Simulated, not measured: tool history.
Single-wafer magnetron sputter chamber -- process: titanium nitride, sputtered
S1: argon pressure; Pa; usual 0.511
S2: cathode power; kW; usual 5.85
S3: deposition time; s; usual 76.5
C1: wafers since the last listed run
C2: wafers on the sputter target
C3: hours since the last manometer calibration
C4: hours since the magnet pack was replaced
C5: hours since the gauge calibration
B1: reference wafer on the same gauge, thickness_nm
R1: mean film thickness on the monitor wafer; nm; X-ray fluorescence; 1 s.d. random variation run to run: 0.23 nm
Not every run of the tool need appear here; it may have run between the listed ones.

run   hour     S1    S2    S3   C1    C2      C3      C4     C5      B1      R1
  1      0  0.419  5.85  76.5    0  3771  1204.1  7857.4  165.1  80.939  77.295
  2     35  0.419  5.85  76.5  411  4182  1239.1  7892.4  200.1  80.866  77.221
  3   61.2  0.511  5.85  76.5  307  4490  1265.3  7918.6  226.3  80.901  74.071
  4   91.4  0.511  5.85  76.5  354  4845  1295.5  7948.8  256.5  80.882  73.338
     152.5  -- gauge calibrated
     168.1  -- magnet pack replaced
  5  173.2  0.511  5.85  71.4  866  5712  1377.3     5.1   20.7  80.983  68.443
  6  191.8  0.511  5.85  71.4  218  5930  1395.9    23.7   39.3  80.828  68.083
     217.2  -- sputter target and shields replaced
  7  217.7  0.511  5.85  71.4  210     5  1421.8    49.6   65.2  80.997  70.883
  8  229.5  0.626  5.85  76.5  138   143  1433.6    61.4     77  80.937  72.492
  9  249.5  0.626  5.85  76.5  234   378  1453.6    81.4     97  80.824  72.224
 10  265.7  0.582   6.3  63.1  190   569  1469.8    97.6  113.2  80.886  63.586
 11  287.5   0.44  5.85  76.5  256   825  1491.6   119.4    135  80.923   77.69
 12  317.6  0.619     5  76.5  353  1178  1521.7   149.5  165.1  81.035  64.292
 13  332.9  0.389   5.2  82.9  179  1358    1537   164.8  180.4  80.944  78.956
 14    363  0.322  5.85  76.5  353  1712  1567.1   194.9  210.5  80.871  81.719
     380.2  -- capacitance manometer re-zeroed and calibrated
 15  396.3  0.652  6.65  65.4  297  2009    16.1   228.2  243.8  80.933  66.413
 16  424.1   0.66  5.85  80.9  326  2335    43.9     256  271.6  80.967  75.004
     435.2  -- gauge calibrated
 17  443.1  0.511  5.85  76.5  223  2559    62.9     275    7.9  80.837  74.926
 18  473.3  0.511  5.85  76.5  354  2913    93.1   305.2   38.1  80.984  74.726
 19  487.7  0.511   4.9  89.6  169  3082   107.5   319.6   52.5  80.954   77.68

Forecast each of these 4 alternatives for the next run:
  A  488.1  0.511  4.85  76.5   4  3087  107.9  320  52.9   ?   ?
  B  488.1  0.335   6.4  71.5   4  3087  107.9  320  52.9   ?   ?
  C  488.1  0.642   6.6  84.7   4  3087  107.9  320  52.9   ?   ?
  D  488.1  0.511   7.3  62.2   4  3087  107.9  320  52.9   ?   ?

run      B1      R1
  A  80.901  65.625
  B  80.901  80.287
  C  80.901  86.118
  D  80.901  71.872
With no hidden state in the tool, these same runs would have given:
run      R1
  A  66.474
  B  81.325
  C  87.232
  D  72.802
